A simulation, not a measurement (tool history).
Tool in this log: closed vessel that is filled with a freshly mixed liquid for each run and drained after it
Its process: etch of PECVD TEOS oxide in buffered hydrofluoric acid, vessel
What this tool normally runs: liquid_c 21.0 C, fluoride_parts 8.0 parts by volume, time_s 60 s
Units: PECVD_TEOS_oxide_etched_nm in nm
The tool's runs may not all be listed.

| run | hour | liquid_c | fluoride_parts | time_s | wafers since the last listed run | hours since the thermometer was replaced | hours since the hydrofluoric acid flow meter was replaced | hours since the gauge calibration | read-back film thickness of the PECVD TEOS oxide reference wafer, read on the same gauge (nm) | PECVD_TEOS_oxide_etched_nm |
|---|---|---|---|---|---|---|---|---|---|---|
| 1 | 0.0 | 21.0 | 8.0 | 60 | 0 | 841.4 | 290.6 | 428.2 | 150.00 | 140.90 |
| 2 | 75.0 | 21.0 | 6.0 | 60 | 9760 | 916.4 | 365.6 | 503.2 | 149.99 | 185.72 |
|  | 97.9 | gauge calibrated |
| 3 | 99.8 | 21.0 | 8.0 | 75 | 3227 | 941.2 | 390.4 | 1.9 | 150.01 | 179.71 |
| 4 | 135.4 | 21.0 | 8.0 | 75 | 4633 | 976.8 | 426.0 | 37.5 | 150.01 | 175.27 |
| 5 | 158.9 | 21.0 | 8.0 | 60 | 3058 | 1000.3 | 449.5 | 61.0 | 149.97 | 140.25 |
| 6 | 189.7 | 21.0 | 8.0 | 60 | 4008 | 1031.1 | 480.3 | 91.8 | 150.00 | 139.81 |
| 7 | 218.6 | 21.0 | 8.0 | 60 | 3761 | 1060.0 | 509.2 | 120.7 | 150.01 | 136.78 |
| 8 | 243.3 | 21.0 | 8.0 | 60 | 3214 | 1084.7 | 533.9 | 145.4 | 150.01 | 140.96 |
| 9 | 273.1 | 21.0 | 9.0 | 60 | 3878 | 1114.5 | 563.7 | 175.2 | 149.95 | 125.16 |
| 10 | 306.6 | 21.0 | 8.0 | 50 | 4359 | 1148.0 | 597.2 | 208.7 | 150.01 | 116.19 |
| 11 | 342.4 | 21.0 | 8.0 | 50 | 4659 | 1183.8 | 633.0 | 244.5 | 149.99 | 113.56 |
| 12 | 368.7 | 21.0 | 8.0 | 60 | 3422 | 1210.1 | 659.3 | 270.8 | 149.97 | 137.04 |
| 13 | 402.2 | 21.0 | 8.0 | 60 | 4359 | 1243.6 | 692.8 | 304.3 | 150.01 | 136.66 |
| 14 | 433.5 | 21.0 | 8.0 | 60 | 4073 | 1274.9 | 724.1 | 335.6 | 150.02 | 136.09 |
| 15 | 456.5 | 21.0 | 8.0 | 60 | 2993 | 1297.9 | 747.1 | 358.6 | 150.02 | 133.70 |
|  | 458.5 | thermometer replaced |
| 16 | 481.6 | 21.0 | 5.5 | 60 | 3136 | 23.1 | 772.2 | 383.7 | 150.02 | 204.45 |
| 17 | 501.2 | 17.0 | 10.0 | 75 | 2550 | 42.7 | 791.8 | 403.3 | 149.98 | 118.12 |
| 18 | 528.3 | 21.0 | 8.0 | 60 | 3526 | 69.8 | 818.9 | 430.4 | 149.95 | 142.12 |
| 19 | 545.3 | 21.0 | 8.0 | 95 | 2212 | 86.8 | 835.9 | 447.4 | 150.02 | 224.50 |
|  | 555.4 | gauge calibrated |
| 20 | 562.3 | 24.5 | 8.0 | 60 | 2212 | 103.8 | 852.9 | 6.9 | 149.98 | 169.92 |
| 21 | 576.5 | 17.5 | 9.5 | 90 | 1848 | 118.0 | 867.1 | 21.1 | 149.99 | 150.86 |
| 22 | 596.9 | 21.0 | 8.0 | 60 | 2654 | 138.4 | 887.5 | 41.5 | 149.99 | 140.37 |
|  | 605.0 | hydrofluoric acid flow meter replaced |
| 23 | 610.0 | 21.0 | 8.0 | 85 | 1574 | 151.5 | 5.0 | 54.6 | 149.97 | 215.97 |
| 24 | 628.6 | 21.0 | 10.5 | 60 | 2420 | 170.1 | 23.6 | 73.2 | 150.00 | 117.37 |
| 25 | 643.6 | 23.0 | 8.0 | 60 | 1952 | 185.1 | 38.6 | 88.2 | 150.05 | 167.63 |
| 26 | 657.6 | 21.0 | 8.0 | 60 | 1821 | 199.1 | 52.6 | 102.2 | 149.96 | 149.73 |
| 27 | 679.2 | 21.0 | 8.0 | 60 | 2811 | 220.7 | 74.2 | 123.8 | 149.98 | 149.42 |
| 28 | 711.7 | 21.0 | 8.0 | 30 | 4229 | 253.2 | 106.7 | 156.3 | 150.01 | 74.33 |
| 29 | 743.8 | 21.0 | 8.0 | 60 | 4177 | 285.3 | 138.8 | 188.4 | 149.99 | 148.05 |
| 30 | 756.4 | 21.0 | 8.0 | 60 | 1639 | 297.9 | 151.4 | 201.0 | 150.01 | 148.77 |
| 31 | 771.6 | 21.0 | 8.0 | 60 | 1978 | 313.1 | 166.6 | 216.2 | 149.98 | 149.24 |
| 32 | 796.6 | 17.0 | 10.5 | 30 | 3253 | 338.1 | 191.6 | 241.2 | 149.99 | 46.58 |
| 33 | 828.2 | 17.0 | 7.0 | 75 | 4112 | 369.7 | 223.2 | 272.8 | 149.99 | 168.07 |

State the hidden condition of the tool at each of the runs:
gauge reads high (%): 0 across all the runs
H1: liquid colder than its thermometer reads (K)
H2: hydrofluoric acid flow below the setpoint (%)
| run | H1 | H2 |
|---|---|---|
| 1 | 0.766 | 2.15 |
| 2 | 0.821 | 2.65 |
| 3 | 0.839 | 2.81 |
| 4 | 0.865 | 3.05 |
| 5 | 0.882 | 3.21 |
| 6 | 0.905 | 3.41 |
| 7 | 0.926 | 3.61 |
| 8 | 0.944 | 3.77 |
| 9 | 0.965 | 3.97 |
| 10 | 0.99 | 4.19 |
| 11 | 1.02 | 4.43 |
| 12 | 1.04 | 4.61 |
| 13 | 1.06 | 4.83 |
| 14 | 1.08 | 5.04 |
| 15 | 1.1 | 5.19 |
| 16 | 0.121 | 5.36 |
| 17 | 0.135 | 5.49 |
| 18 | 0.155 | 5.67 |
| 19 | 0.167 | 5.78 |
| 20 | 0.18 | 5.9 |
| 21 | 0.19 | 5.99 |
| 22 | 0.205 | 6.13 |
| 23 | 0.215 | 0.141 |
| 24 | 0.228 | 0.265 |
| 25 | 0.239 | 0.365 |
| 26 | 0.249 | 0.458 |
| 27 | 0.265 | 0.602 |
| 28 | 0.289 | 0.819 |
| 29 | 0.312 | 1.03 |
| 30 | 0.321 | 1.12 |
| 31 | 0.332 | 1.22 |
| 32 | 0.351 | 1.38 |
| 33 | 0.374 | 1.6 |

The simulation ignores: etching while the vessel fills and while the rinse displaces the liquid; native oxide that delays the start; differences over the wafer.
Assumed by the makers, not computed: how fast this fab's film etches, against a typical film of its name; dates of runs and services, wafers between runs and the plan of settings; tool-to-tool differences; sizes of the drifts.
